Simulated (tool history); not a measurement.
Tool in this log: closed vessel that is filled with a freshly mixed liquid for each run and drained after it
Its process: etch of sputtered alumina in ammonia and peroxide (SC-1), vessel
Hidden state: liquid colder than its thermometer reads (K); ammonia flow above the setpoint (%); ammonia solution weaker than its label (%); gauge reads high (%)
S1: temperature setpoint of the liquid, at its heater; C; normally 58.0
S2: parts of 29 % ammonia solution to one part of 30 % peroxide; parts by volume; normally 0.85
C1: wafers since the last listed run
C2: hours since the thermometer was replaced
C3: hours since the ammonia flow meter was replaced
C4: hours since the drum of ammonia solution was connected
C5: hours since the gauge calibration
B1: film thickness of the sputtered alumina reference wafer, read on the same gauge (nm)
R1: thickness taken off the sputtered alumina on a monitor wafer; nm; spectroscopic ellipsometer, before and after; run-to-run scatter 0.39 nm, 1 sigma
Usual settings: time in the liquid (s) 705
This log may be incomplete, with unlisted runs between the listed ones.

run 1 hour=0.0 | S1=53.0 S2=0.85 time_in_the_liquid_(s)=705 | C1=0 C2=2184.7 C3=628.9 C4=666.1 C5=468.2 | B1=79.95 | R1=35.13
run 2 hour=13.7 | S1=58.0 S2=0.85 time_in_the_liquid_(s)=705 | C1=621 C2=2198.4 C3=642.6 C4=679.8 C5=481.9 | B1=80.02 | R1=44.86
run 3 hour=30.4 | S1=58.0 S2=0.85 time_in_the_liquid_(s)=705 | C1=757 C2=2215.1 C3=659.3 C4=696.5 C5=498.6 | B1=80.00 | R1=45.46
run 4 hour=44.8 | S1=58.0 S2=0.70 time_in_the_liquid_(s)=1005 | C1=653 C2=2229.5 C3=673.7 C4=710.9 C5=513.0 | B1=79.99 | R1=63.50
run 5 hour=77.4 | S1=58.0 S2=0.70 time_in_the_liquid_(s)=1005 | C1=1479 C2=2262.1 C3=706.3 C4=743.5 C5=545.6 | B1=79.99 | R1=63.96
run 6 hour=99.4 | S1=58.0 S2=0.85 time_in_the_liquid_(s)=705 | C1=998 C2=2284.1 C3=728.3 C4=765.5 C5=567.6 | B1=80.00 | R1=45.08
run 7 hour=115.5 | S1=58.0 S2=0.85 time_in_the_liquid_(s)=875 | C1=730 C2=2300.2 C3=744.4 C4=781.6 C5=583.7 | B1=80.00 | R1=56.90
run 8 hour=136.3 | S1=58.0 S2=0.85 time_in_the_liquid_(s)=875 | C1=943 C2=2321.0 C3=765.2 C4=802.4 C5=604.5 | B1=79.98 | R1=56.54
run 9 hour=155.5 | S1=58.0 S2=0.85 time_in_the_liquid_(s)=875 | C1=871 C2=2340.2 C3=784.4 C4=821.6 C5=623.7 | B1=79.99 | R1=55.46
-- hour=169.1 ammonia flow meter replaced
run 10 hour=185.8 | S1=58.0 S2=0.85 time_in_the_liquid_(s)=705 | C1=1329 C2=2370.5 C3=16.7 C4=851.9 C5=654.0 | B1=80.03 | R1=45.32
run 11 hour=214.7 | S1=58.0 S2=0.75 time_in_the_liquid_(s)=1025 | C1=1311 C2=2399.4 C3=45.6 C4=880.8 C5=682.9 | B1=80.01 | R1=64.44
run 12 hour=240.4 | S1=63.0 S2=1.20 time_in_the_liquid_(s)=970 | C1=1166 C2=2425.1 C3=71.3 C4=906.5 C5=708.6 | B1=80.00 | R1=83.43
run 13 hour=261.8 | S1=63.0 S2=0.85 time_in_the_liquid_(s)=435 | C1=971 C2=2446.5 C3=92.7 C4=927.9 C5=730.0 | B1=80.02 | R1=35.75
-- hour=299.5 thermometer replaced
run 14 hour=355.1 | S1=58.0 S2=0.85 time_in_the_liquid_(s)=1010 | C1=4188 C2=55.6 C3=186.0 C4=1021.2 C5=823.3 | B1=80.01 | R1=60.15
run 15 hour=367.5 | S1=58.0 S2=0.85 time_in_the_liquid_(s)=705 | C1=562 C2=68.0 C3=198.4 C4=1033.6 C5=835.7 | B1=79.95 | R1=42.50
-- hour=424.9 thermometer replaced, repeated, since the last time left the tool worse
run 16 hour=427.4 | S1=58.0 S2=0.85 time_in_the_liquid_(s)=705 | C1=2673 C2=2.5 C3=258.3 C4=1093.5 C5=895.6 | B1=79.99 | R1=48.77
run 17 hour=439.6 | S1=58.0 S2=0.65 time_in_the_liquid_(s)=1020 | C1=553 C2=14.7 C3=270.5 C4=1105.7 C5=907.8 | B1=80.00 | R1=69.62
run 18 hour=468.8 | S1=58.0 S2=0.65 time_in_the_liquid_(s)=425 | C1=1325 C2=43.9 C3=299.7 C4=1134.9 C5=937.0 | B1=79.99 | R1=28.64
-- hour=470.6 new drum of ammonia solution connected
run 19 hour=496.3 | S1=58.0 S2=0.85 time_in_the_liquid_(s)=705 | C1=1202 C2=71.4 C3=327.2 C4=25.7 C5=964.5 | B1=79.99 | R1=48.82
-- hour=504.5 gauge calibrated
run 20 hour=515.6 | S1=50.5 S2=0.60 time_in_the_liquid_(s)=985 | C1=875 C2=90.7 C3=346.5 C4=45.0 C5=11.1 | B1=80.03 | R1=44.29
run 21 hour=607.1 | S1=63.0 S2=1.00 time_in_the_liquid_(s)=705 | C1=4152 C2=182.2 C3=438.0 C4=136.5 C5=102.6 | B1=80.00 | R1=63.55
run 22 hour=619.5 | S1=49.5 S2=0.75 time_in_the_liquid_(s)=495 | C1=562 C2=194.6 C3=450.4 C4=148.9 C5=115.0 | B1=80.01 | R1=21.36
run 23 hour=636.7 | S1=64.0 S2=0.85 time_in_the_liquid_(s)=705 | C1=780 C2=211.8 C3=467.6 C4=166.1 C5=132.2 | B1=80.05 | R1=65.32
run 24 hour=654.7 | S1=58.0 S2=0.85 time_in_the_liquid_(s)=1035 | C1=816 C2=229.8 C3=485.6 C4=184.1 C5=150.2 | B1=80.04 | R1=72.86
run 25 hour=675.1 | S1=58.0 S2=0.85 time_in_the_liquid_(s)=705 | C1=925 C2=250.2 C3=506.0 C4=204.5 C5=170.6 | B1=79.97 | R1=48.26
run 26 hour=687.3 | S1=58.0 S2=0.85 time_in_the_liquid_(s)=705 | C1=553 C2=262.4 C3=518.2 C4=216.7 C5=182.8 | B1=80.03 | R1=49.12
run 27 hour=717.7 | S1=58.0 S2=0.85 time_in_the_liquid_(s)=350 | C1=1379 C2=292.8 C3=548.6 C4=247.1 C5=213.2 | B1=80.03 | R1=24.15

Run-by-run hidden state of the tool:
ammonia flow above the setpoint (%): 0 in every run
ammonia solution weaker than its label (%): 0 in every run
gauge reads high (%): 0 in every run
H1: liquid colder than its thermometer reads (K)
run=1 H1=1.57
run=2 H1=1.58
run=3 H1=1.59
run=4 H1=1.6
run=5 H1=1.62
run=6 H1=1.64
run=7 H1=1.65
run=8 H1=1.66
run=9 H1=1.67
run=10 H1=1.69
run=11 H1=1.71
run=12 H1=1.72
run=13 H1=1.74
run=14 H1=3.21
run=15 H1=3.22
run=16 H1=0.175
run=17 H1=0.183
run=18 H1=0.201
run=19 H1=0.218
run=20 H1=0.23
run=21 H1=0.288
run=22 H1=0.295
run=23 H1=0.306
run=24 H1=0.317
run=25 H1=0.33
run=26 H1=0.338
run=27 H1=0.357
